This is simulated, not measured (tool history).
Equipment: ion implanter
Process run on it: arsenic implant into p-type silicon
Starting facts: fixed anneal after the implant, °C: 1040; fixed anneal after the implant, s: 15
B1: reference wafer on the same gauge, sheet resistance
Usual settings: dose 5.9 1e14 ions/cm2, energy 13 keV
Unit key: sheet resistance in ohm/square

Run 1, hour 0: usual settings; B1 219.05. Result: sheet resistance 187.68 ohm/square.
Run 2, hour 10.9: usual settings; B1 219.03. Result: sheet resistance 188.06 ohm/square.
Run 3, hour 23.9: usual settings but dose 5.54 1e14 ions/cm2; B1 219.14. Result: sheet resistance 196.01 ohm/square.
Run 4, hour 36: usual settings; B1 218.95. Result: sheet resistance 187.5 ohm/square.
Run 5, hour 48.9: usual settings; B1 219.09. Result: sheet resistance 187.67 ohm/square.
Run 6, hour 78.6: usual settings; B1 219.05. Result: sheet resistance 187.87 ohm/square.
Run 7, hour 92.9: usual settings; B1 218.85. Result: sheet resistance 187.16 ohm/square.
Run 8, hour 107: usual settings; B1 219.05. Result: sheet resistance 187.15 ohm/square.
Run 9, hour 121.3: usual settings; B1 219.03. Result: sheet resistance 187.25 ohm/square.
Run 10, hour 135.9: usual settings; B1 219.02. Result: sheet resistance 187.58 ohm/square.
At hour 158.8: extraction supply calibrated.
Run 11, hour 159.3: usual settings but energy 15 keV; B1 219.05. Result: sheet resistance 184.87 ohm/square.
At hour 172.7: gauge calibrated.
Run 12, hour 206: usual settings but dose 6.52 1e14 ions/cm2, energy 16 keV; B1 219.08. Result: sheet resistance 170.27 ohm/square.
Run 13, hour 223.3: usual settings but dose 6.52 1e14 ions/cm2, energy 16 keV; B1 218.85. Result: sheet resistance 170.44 ohm/square.
Run 14, hour 237.3: usual settings; B1 218.92. Result: sheet resistance 187.31 ohm/square.
Run 15, hour 247.7: usual settings; B1 219.07. Result: sheet resistance 187.04 ohm/square.
Run 16, hour 255.4: usual settings but energy 12 keV; B1 218.93. Result: sheet resistance 188.53 ohm/square.
Run 17, hour 264.1: usual settings but dose 4.19 1e14 ions/cm2, energy 17.5 keV; B1 219.08. Result: sheet resistance 234.56 ohm/square.
Run 18, hour 274.2: usual settings but dose 6.94 1e14 ions/cm2, energy 17.5 keV; B1 218.95. Result: sheet resistance 161.57 ohm/square.
At hour 282.7: Faraday cup replaced and dose calibrated.
Run 19, hour 284.2: usual settings; B1 219.08. Result: sheet resistance 194.07 ohm/square.
Run 20, hour 293.6: usual settings but dose 6.54 1e14 ions/cm2, energy 17 keV; B1 219.08. Result: sheet resistance 175.05 ohm/square.
Run 21, hour 311.3: usual settings but dose 6.9 1e14 ions/cm2, energy 10 keV; B1 219. Result: sheet resistance 176.51 ohm/square.
Run 22, hour 319.7: usual settings but dose 7.52 1e14 ions/cm2, energy 16.5 keV; B1 219. Result: sheet resistance 159.11 ohm/square.
Run 23, hour 332.9: usual settings but dose 6.77 1e14 ions/cm2, energy 10.5 keV; B1 218.87. Result: sheet resistance 178.32 ohm/square.
Run 24, hour 370.8: usual settings but energy 15.5 keV; B1 219.09. Result: sheet resistance 189.93 ohm/square.
Run 25, hour 380.9: usual settings but dose 4.33 1e14 ions/cm2, energy 10 keV; B1 219.05. Result: sheet resistance 247.79 ohm/square.
Run 26, hour 391.6: usual settings but dose 4.17 1e14 ions/cm2, energy 11 keV; B1 219.13. Result: sheet resistance 253.78 ohm/square.
At hour 407.9: gauge calibrated.
Run 27, hour 408.7: usual settings; B1 218.92. Result: sheet resistance 193.25 ohm/square.
Run 28, hour 426: usual settings but dose 6.62 1e14 ions/cm2, energy 11.5 keV; B1 219.17. Result: sheet resistance 179.22 ohm/square.
Run 29, hour 441.1: usual settings but dose 6.62 1e14 ions/cm2, energy 15.5 keV; B1 219.08. Result: sheet resistance 173.8 ohm/square.
Run 30, hour 456.8: usual settings; B1 218.88. Result: sheet resistance 192.89 ohm/square.

5 options for the next run, each taken on its own from the tool as it stands now. Forecast them:
Run A, hour 457.2: usual settings; B1 ?. Result: sheet resistance ?.
Run B, hour 457.2: usual settings but dose 6.79 1e14 ions/cm2, energy 11.5 keV; B1 ?. Result: sheet resistance ?.
Run C, hour 457.2: usual settings but dose 4.7 1e14 ions/cm2, energy 15 keV; B1 ?. Result: sheet resistance ?.
Run D, hour 457.2: usual settings but dose 6.61 1e14 ions/cm2, energy 14.5 keV; B1 ?. Result: sheet resistance ?.
Run E, hour 457.2: usual settings but energy 9.5 keV; B1 ?. Result: sheet resistance ?.

run      B1  sheet resistance
  A  219.01            192.92
  B  219.01             176.1
  C  219.01             225.2
  D  219.01            175.91
  E  219.01            197.25
With no hidden state in the tool, these same runs would have given:
run  sheet resistance
  A             193.7
  B            176.79
  C            226.14
  D            176.61
  E            198.05

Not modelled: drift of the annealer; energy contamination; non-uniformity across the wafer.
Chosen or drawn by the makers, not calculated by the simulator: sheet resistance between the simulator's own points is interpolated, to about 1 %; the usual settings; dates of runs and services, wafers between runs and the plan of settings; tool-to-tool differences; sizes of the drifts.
